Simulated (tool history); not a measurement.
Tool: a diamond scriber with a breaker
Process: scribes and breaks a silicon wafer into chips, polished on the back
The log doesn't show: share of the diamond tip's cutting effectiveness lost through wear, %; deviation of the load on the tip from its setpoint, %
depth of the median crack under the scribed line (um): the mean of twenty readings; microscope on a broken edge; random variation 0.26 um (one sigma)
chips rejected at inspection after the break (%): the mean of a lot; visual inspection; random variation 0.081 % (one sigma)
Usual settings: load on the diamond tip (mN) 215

| run | hour | load on the diamond tip (mN) | wafers since the last listed run | hours since the diamond tip was replaced | hours since the load on the tip was calibrated | incoming depth of the damage left on the back of the incoming wafer, um | depth of the median crack under the scribed line (um) | chips rejected at inspection after the break (%) |
|---|---|---|---|---|---|---|---|---|
| 1 | 0.0 | 215 | 0 | 540.8 | 574.9 | 0.05 | 11.91 | 2.53 |
| 2 | 84.3 | 215 | 356 | 625.1 | 659.2 | 0.02 | 12.04 | 3.01 |
| 3 | 139.9 | 177 | 235 | 680.7 | 714.8 | 0.04 | 10.28 | 13.06 |
| 4 | 208.7 | 215 | 290 | 749.5 | 783.6 | 0.03 | 11.47 | 4.53 |
| 5 | 246.5 | 243 | 159 | 787.3 | 821.4 | 0.01 | 12.55 | 1.93 |
| 6 | 286.2 | 247 | 167 | 827.0 | 861.1 | 0.04 | 12.18 | 1.91 |
| 7 | 324.8 | 247 | 163 | 865.6 | 899.7 | 0.03 | 12.10 | 2.34 |
| 8 | 365.9 | 247 | 173 | 906.7 | 940.8 | 0.04 | 12.38 | 2.88 |
|  | 384.6 | load on the tip recalibrated |
|  | 444.1 | diamond tip replaced by a new one, of another model than before |
| 9 | 467.2 | 167 | 411 | 23.1 | 82.6 | 0.05 | 11.17 | 5.62 |
| 10 | 543.9 | 215 | 324 | 99.8 | 159.3 | 0.03 | 12.25 | 1.76 |
| 11 | 598.5 | 215 | 230 | 154.4 | 213.9 | 0.02 | 13.33 | 1.79 |
| 12 | 636.0 | 250 | 158 | 191.9 | 251.4 | 0.03 | 14.14 | 2.07 |
| 13 | 713.8 | 156 | 329 | 269.7 | 329.2 | 0.03 | 10.93 | 8.78 |
| 14 | 792.8 | 153 | 334 | 348.7 | 408.2 | 0.04 | 10.45 | 10.70 |
| 15 | 859.6 | 188 | 282 | 415.5 | 475.0 | 0.01 | 11.65 | 4.41 |
| 16 | 931.2 | 241 | 302 | 487.1 | 546.6 | 0.02 | 13.38 | 1.63 |

Forecast each of these 5 alternatives for the next run:
| A | 931.7 | 158 | 2 | 487.6 | 547.1 | 0.05 | ? | ? |
| B | 931.7 | 235 | 2 | 487.6 | 547.1 | 0.05 | ? | ? |
| C | 931.7 | 185 | 2 | 487.6 | 547.1 | 0.05 | ? | ? |
| D | 931.7 | 193 | 2 | 487.6 | 547.1 | 0.05 | ? | ? |
| E | 931.7 | 192 | 2 | 487.6 | 547.1 | 0.05 | ? | ? |

| run | depth of the median crack under the scribed line (um) | chips rejected at inspection after the break (%) |
|---|---|---|
| A | 10.15 | 10.92 |
| B | 12.43 | 1.77 |
| C | 10.97 | 5.74 |
| D | 11.21 | 4.66 |
| E | 11.18 | 4.79 |
Without the tool's hidden state the same runs would have given:
| run | depth of the median crack under the scribed line (um) | chips rejected at inspection after the break (%) |
|---|---|---|
| A | 10.90 | 6.11 |
| B | 13.35 | 2.07 |
| C | 11.79 | 2.78 |
| D | 12.05 | 2.24 |
| E | 12.01 | 2.30 |
